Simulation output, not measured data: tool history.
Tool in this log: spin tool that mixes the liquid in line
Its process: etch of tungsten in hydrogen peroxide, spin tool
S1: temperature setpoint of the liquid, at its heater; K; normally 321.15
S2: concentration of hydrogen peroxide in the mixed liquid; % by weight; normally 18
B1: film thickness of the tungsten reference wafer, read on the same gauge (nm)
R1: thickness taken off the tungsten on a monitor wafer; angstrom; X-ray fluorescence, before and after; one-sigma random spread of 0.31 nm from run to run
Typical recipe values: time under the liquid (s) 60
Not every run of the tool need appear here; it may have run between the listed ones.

run 1 hour=0.0 | S1=324.15 S2=18 time_under_the_liquid_(s)=75 | B1=79.99 | R1=757.7
run 2 hour=71.0 | S1=324.15 S2=18 time_under_the_liquid_(s)=75 | B1=80.01 | R1=745.0
run 3 hour=170.2 | S1=324.15 S2=18 time_under_the_liquid_(s)=75 | B1=79.99 | R1=767.6
-- hour=191.0 new drum of peroxide connected
run 4 hour=211.9 | S1=314.15 S2=18 time_under_the_liquid_(s)=60 | B1=80.01 | R1=327.1
run 5 hour=318.4 | S1=314.15 S2=18 time_under_the_liquid_(s)=60 | B1=80.01 | R1=330.4
-- hour=450.5 peroxide flow meter replaced
-- hour=559.0 gauge calibrated
run 6 hour=568.4 | S1=313.65 S2=18 time_under_the_liquid_(s)=60 | B1=79.98 | R1=327.7
-- hour=619.2 thermometer replaced
run 7 hour=652.7 | S1=313.65 S2=18 time_under_the_liquid_(s)=60 | B1=79.98 | R1=282.0
-- hour=665.5 new drum of peroxide connected
-- hour=683.3 heated supply line repaired
run 8 hour=753.1 | S1=321.15 S2=20 time_under_the_liquid_(s)=30 | B1=79.99 | R1=238.7

Run 9 has not been measured yet. What should we expect?
run 9 hour=807.6 | S1=321.15 S2=18 time_under_the_liquid_(s)=60 | B1=? | R1=?

B1: 80.03
R1: 457.3 angstrom
With no hidden state in the tool, this same run would have given R1 444.4 angstrom.
